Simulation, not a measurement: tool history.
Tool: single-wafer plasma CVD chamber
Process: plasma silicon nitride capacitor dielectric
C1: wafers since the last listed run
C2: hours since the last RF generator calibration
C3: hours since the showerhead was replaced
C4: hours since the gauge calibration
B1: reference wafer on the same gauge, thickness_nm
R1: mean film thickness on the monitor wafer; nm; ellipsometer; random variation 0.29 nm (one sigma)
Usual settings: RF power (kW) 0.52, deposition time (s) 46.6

{"run": 1, "hour": 0.0, "RF power (kW)": 0.45, "deposition time (s)": 44.6, "C1": 0, "C2": 1154.7, "C3": 2922.3, "C4": 844.5, "B1": 70.653, "R1": 59.115}
{"hour": 64.1, "done": "RF generator calibrated"}
{"run": 2, "hour": 96.5, "RF power (kW)": 0.45, "deposition time (s)": 44.6, "C1": 1241, "C2": 32.4, "C3": 3018.8, "C4": 941, "B1": 70.763, "R1": 60.178}
{"run": 3, "hour": 181.6, "RF power (kW)": 0.52, "deposition time (s)": 46.6, "C1": 1193, "C2": 117.5, "C3": 3103.9, "C4": 1026.1, "B1": 70.769, "R1": 66.393}
{"run": 4, "hour": 242.0, "RF power (kW)": 0.52, "deposition time (s)": 46.6, "C1": 847, "C2": 177.9, "C3": 3164.3, "C4": 1086.5, "B1": 70.644, "R1": 66.068}
{"run": 5, "hour": 283.6, "RF power (kW)": 0.52, "deposition time (s)": 46.6, "C1": 583, "C2": 219.5, "C3": 3205.9, "C4": 1128.1, "B1": 70.766, "R1": 66.304}
{"run": 6, "hour": 354.9, "RF power (kW)": 0.455, "deposition time (s)": 46.6, "C1": 1000, "C2": 290.8, "C3": 3277.2, "C4": 1199.4, "B1": 70.765, "R1": 62.57}
{"run": 7, "hour": 425.5, "RF power (kW)": 0.52, "deposition time (s)": 46.6, "C1": 990, "C2": 361.4, "C3": 3347.8, "C4": 1270, "B1": 70.79, "R1": 66.005}
{"run": 8, "hour": 475.9, "RF power (kW)": 0.52, "deposition time (s)": 46.6, "C1": 706, "C2": 411.8, "C3": 3398.2, "C4": 1320.4, "B1": 70.783, "R1": 66.096}
{"run": 9, "hour": 550.0, "RF power (kW)": 0.52, "deposition time (s)": 46.6, "C1": 1039, "C2": 485.9, "C3": 3472.3, "C4": 1394.5, "B1": 70.68, "R1": 66.051}
{"run": 10, "hour": 650.1, "RF power (kW)": 0.52, "deposition time (s)": 42.2, "C1": 1403, "C2": 586, "C3": 3572.4, "C4": 1494.6, "B1": 70.656, "R1": 59.586}
{"run": 11, "hour": 700.8, "RF power (kW)": 0.52, "deposition time (s)": 46.6, "C1": 711, "C2": 636.7, "C3": 3623.1, "C4": 1545.3, "B1": 70.702, "R1": 65.79}
{"run": 12, "hour": 765.3, "RF power (kW)": 0.49, "deposition time (s)": 37.9, "C1": 904, "C2": 701.2, "C3": 3687.6, "C4": 1609.8, "B1": 70.764, "R1": 52.457}
{"run": 13, "hour": 859.9, "RF power (kW)": 0.575, "deposition time (s)": 46.6, "C1": 1326, "C2": 795.8, "C3": 3782.2, "C4": 1704.4, "B1": 70.655, "R1": 67.379}
{"hour": 999.6, "done": "showerhead replaced"}
{"run": 14, "hour": 1128.9, "RF power (kW)": 0.52, "deposition time (s)": 43.1, "C1": 3660, "C2": 1064.8, "C3": 129.3, "C4": 1973.4, "B1": 70.619, "R1": 59.676}
{"run": 15, "hour": 1189.2, "RF power (kW)": 0.465, "deposition time (s)": 40.2, "C1": 845, "C2": 1125.1, "C3": 189.6, "C4": 2033.7, "B1": 70.74, "R1": 54.113}
{"hour": 1223.9, "done": "gauge calibrated"}
{"run": 16, "hour": 1286.7, "RF power (kW)": 0.45, "deposition time (s)": 46.6, "C1": 1367, "C2": 1222.6, "C3": 287.1, "C4": 62.8, "B1": 70.755, "R1": 62.227}
{"hour": 1353.3, "done": "RF generator calibrated"}
{"run": 17, "hour": 1353.8, "RF power (kW)": 0.56, "deposition time (s)": 53.1, "C1": 828, "C2": 0.5, "C3": 354.2, "C4": 129.9, "B1": 70.721, "R1": 77.094}
{"run": 18, "hour": 1386.3, "RF power (kW)": 0.52, "deposition time (s)": 46.6, "C1": 455, "C2": 33, "C3": 386.7, "C4": 162.4, "B1": 70.707, "R1": 66.019}
{"run": 19, "hour": 1689.7, "RF power (kW)": 0.52, "deposition time (s)": 46.6, "C1": 4255, "C2": 336.4, "C3": 690.1, "C4": 465.8, "B1": 70.641, "R1": 65.767}
{"run": 20, "hour": 1842.1, "RF power (kW)": 0.615, "deposition time (s)": 46.6, "C1": 2137, "C2": 488.8, "C3": 842.5, "C4": 618.2, "B1": 70.688, "R1": 69.894}

Hidden state or all else? Some run-to-run changes of R1, split into what the settings, what came in and random variation would give without the hidden state, and what is left for the hidden state (with any gauge scatter that isn't in both results):
The hidden state here: delivered RF power above the setpoint (%); gauge reads high (%).
Run 1 -> 2: RF generator calibrated. R1 +1.063 nm: hidden state +1.097, all else -0.034.
Run 12 -> 13: RF power (kW) 0.49 -> 0.575, deposition time (s) 37.9 -> 46.6. R1 +14.922 nm: hidden state -0.231, all else +15.153.
Run 16 -> 17: RF power (kW) 0.45 -> 0.56, deposition time (s) 46.6 -> 53.1, RF generator calibrated. R1 +14.867 nm: hidden state +1.23, all else +13.637.

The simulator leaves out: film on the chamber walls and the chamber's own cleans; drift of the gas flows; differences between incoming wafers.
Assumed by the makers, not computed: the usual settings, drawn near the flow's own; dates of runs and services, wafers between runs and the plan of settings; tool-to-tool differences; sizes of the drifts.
